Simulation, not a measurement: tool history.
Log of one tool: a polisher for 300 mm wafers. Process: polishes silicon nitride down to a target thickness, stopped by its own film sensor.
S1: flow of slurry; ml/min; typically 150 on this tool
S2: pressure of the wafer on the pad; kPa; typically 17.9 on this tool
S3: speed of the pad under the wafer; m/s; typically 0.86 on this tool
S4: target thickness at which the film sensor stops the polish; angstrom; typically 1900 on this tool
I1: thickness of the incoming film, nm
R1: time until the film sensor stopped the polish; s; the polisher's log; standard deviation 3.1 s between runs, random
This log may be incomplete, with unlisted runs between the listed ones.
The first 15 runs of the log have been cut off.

run,day,S1,S2,S3,S4,I1,R1
16,16.304,150,17.9,1.06,1900,369.5,146.2
17,16.842,150,17.9,0.86,1900,372.2,173.5
18,18.033,150,22.8,0.70,1900,369.5,159.3
19,18.933,150,17.9,0.60,1900,372.6,244.7
# day 19.279: slurry nozzle cleaned
# day 19.721: worn pad replaced by a new one
20,19.912,150,11.7,0.62,1650,363.1,357.6
21,20.950,170,17.9,0.64,1900,373.9,212.5
22,21.846,200,11.7,0.86,1900,377.4,255.5
23,23.292,180,17.9,1.04,1900,368.1,146.9
24,23.904,150,17.9,0.74,2250,366.9,156.0
25,25.396,150,17.9,0.86,1900,374.0,180.0
26,26.383,150,20.7,0.86,2090,369.5,131.4
27,27.438,150,17.9,0.86,1900,367.6,173.6
28,28.912,150,15.9,0.86,1900,369.5,201.1
29,29.608,150,17.9,1.10,1900,375.1,150.1
# day 30.117: head pressure recalibrated
# day 30.325: worn pad replaced by a new one
30,31.067,150,17.9,0.66,1900,368.5,209.7
31,31.717,150,15.2,1.10,2330,372.9,124.5
32,32.283,150,20.0,0.94,1430,372.4,180.3
33,33.108,150,17.9,0.86,1900,369.6,170.4
34,33.696,175,12.4,1.12,1900,366.0,198.8
35,34.225,165,15.9,0.86,1390,370.8,254.5
36,34.954,110,19.3,0.66,2280,372.6,168.7
37,36.112,150,12.4,1.04,1900,369.6,220.7
38,37.108,150,17.9,0.86,1900,369.4,184.2

Here are 3 independent what-if runs from the current tool condition. What would each one return?
A,37.129,150,17.9,0.86,1900,369.2,?
B,37.129,150,17.9,0.86,1330,369.2,?
C,37.129,150,13.1,0.86,1900,369.2,?

run,R1
A,175.3
B,231.1
C,239.9
What these runs would have given with no unlogged condition in the tool:
run,R1
A,160.7
B,211.8
C,219.9

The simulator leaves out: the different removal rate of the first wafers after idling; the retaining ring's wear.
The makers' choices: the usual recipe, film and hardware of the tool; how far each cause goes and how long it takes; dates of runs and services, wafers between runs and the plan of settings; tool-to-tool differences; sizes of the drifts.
